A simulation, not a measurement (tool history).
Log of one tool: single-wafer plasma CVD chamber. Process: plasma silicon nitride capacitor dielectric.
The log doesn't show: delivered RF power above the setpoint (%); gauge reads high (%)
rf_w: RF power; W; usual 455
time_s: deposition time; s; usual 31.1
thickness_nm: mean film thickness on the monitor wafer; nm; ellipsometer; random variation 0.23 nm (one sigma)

run,hour,rf_w,time_s,wafers since the last listed run,hours since the last RF generator calibration,hours since the showerhead was replaced,hours since the gauge calibration,"read-back reference wafer on the same gauge, thickness_nm",thickness_nm
1,0,525,31.1,0,1503,2659.4,243.3,35.601,43.899
2,41,525,31.1,971,1544,2700.4,284.3,35.763,44.453
3,66.7,455,31.1,609,1569.7,2726.1,310,35.822,42.487
4,93.3,455,31.1,630,1596.3,2752.7,336.6,35.763,42.158
5,121.1,455,31.1,659,1624.1,2780.5,364.4,35.757,42.373
6,180.6,455,31.1,1410,1683.6,2840,423.9,35.835,42.963
7,215,455,31.1,815,1718,2874.4,458.3,35.849,42.82
8,271.5,455,31.1,1339,1774.5,2930.9,514.8,35.954,42.562
9,297.7,420,31.1,621,1800.7,2957.1,541,35.967,41.885
10,327.7,420,31.1,711,1830.7,2987.1,571,36.047,41.887
11,358.1,420,31.1,720,1861.1,3017.5,601.4,35.958,41.858
12,416.8,455,31.1,1391,1919.8,3076.2,660.1,35.959,43.169
13,461,455,31.1,1047,1964,3120.4,704.3,36.029,42.807
14,507.2,455,31.1,1095,2010.2,3166.6,750.5,36.112,42.757
15,562.9,455,33.6,1320,2065.9,3222.3,806.2,36.098,46.371
16,604.6,455,33.6,988,2107.6,3264,847.9,36.136,46.557
17,664.5,455,33.6,1420,2167.5,3323.9,907.8,36.116,46.746
18,730.9,455,31.1,1574,2233.9,3390.3,974.2,36.213,43.186
19,763.8,455,31.1,779,2266.8,3423.2,1007.1,36.161,42.616
20,805.6,455,31.1,990,2308.6,3465,1048.9,36.218,42.864
21,830.2,500,31.1,583,2333.2,3489.6,1073.5,36.219,44.571
22,894.6,395,33.6,1526,2397.6,3554,1137.9,36.111,44.597
# hour 953.4: RF generator calibrated
23,963,455,29.3,1431,9.6,3622.4,1206.3,36.196,40.322
24,1025.9,495,35,1491,72.5,3685.3,1269.2,36.234,49.672
# hour 1204.9: gauge calibrated
25,1217.4,415,29.3,4539,264,3876.8,12.5,35.316,38.614
26,1257.9,455,34.6,960,304.5,3917.3,53,35.388,46.955
27,1305.3,380,31.1,1123,351.9,3964.7,100.4,35.44,39.848
28,1375.1,455,29.3,1654,421.7,4034.5,170.2,35.572,40.074
29,1404.7,515,34.7,701,451.3,4064.1,199.8,35.639,48.911
30,1466.8,485,36.3,1472,513.4,4126.2,261.9,35.702,50.593
31,1508.1,455,31.1,979,554.7,4167.5,303.2,35.789,42.698
# hour 1542.1: showerhead replaced
32,1556.3,455,31.1,953,602.9,14.2,351.4,35.816,43.052
33,1597.8,455,31.1,983,644.4,55.7,392.9,35.874,42.799
34,1637.4,535,25.3,938,684,95.3,432.5,35.915,36.654
35,1670,530,34,772,716.6,127.9,465.1,35.874,48.572
36,1718.9,420,31.1,1159,765.5,176.8,514,35.968,41.52
37,1767.4,455,31.1,1149,814,225.3,562.5,35.918,42.691
38,1808.8,455,31.1,981,855.4,266.7,603.9,36.052,42.809
39,1843,455,29.1,810,889.6,300.9,638.1,36.041,40.244
40,1914.4,510,32.9,1692,961,372.3,709.5,36.033,47.549
41,1985.3,455,31.1,1680,1031.9,443.2,780.4,36.15,42.855

5 ways to go on from here, each from the tool as it stands after run 41. What would each give?
A,1985.7,455,28.3,9,1032.3,443.6,780.8,?,?
B,1985.7,510,29.5,9,1032.3,443.6,780.8,?,?
C,1985.7,455,35.3,9,1032.3,443.6,780.8,?,?
D,1985.7,510,25.2,9,1032.3,443.6,780.8,?,?
E,1985.7,500,35,9,1032.3,443.6,780.8,?,?

run,"read-back reference wafer on the same gauge, thickness_nm",thickness_nm
A,36.14,39.057
B,36.14,42.2
C,36.14,48.717
D,36.14,36.049
E,36.14,49.758
Without the tool's hidden state the same runs would have given:
run,thickness_nm
A,38.183
B,41.256
C,47.628
D,35.242
E,48.645
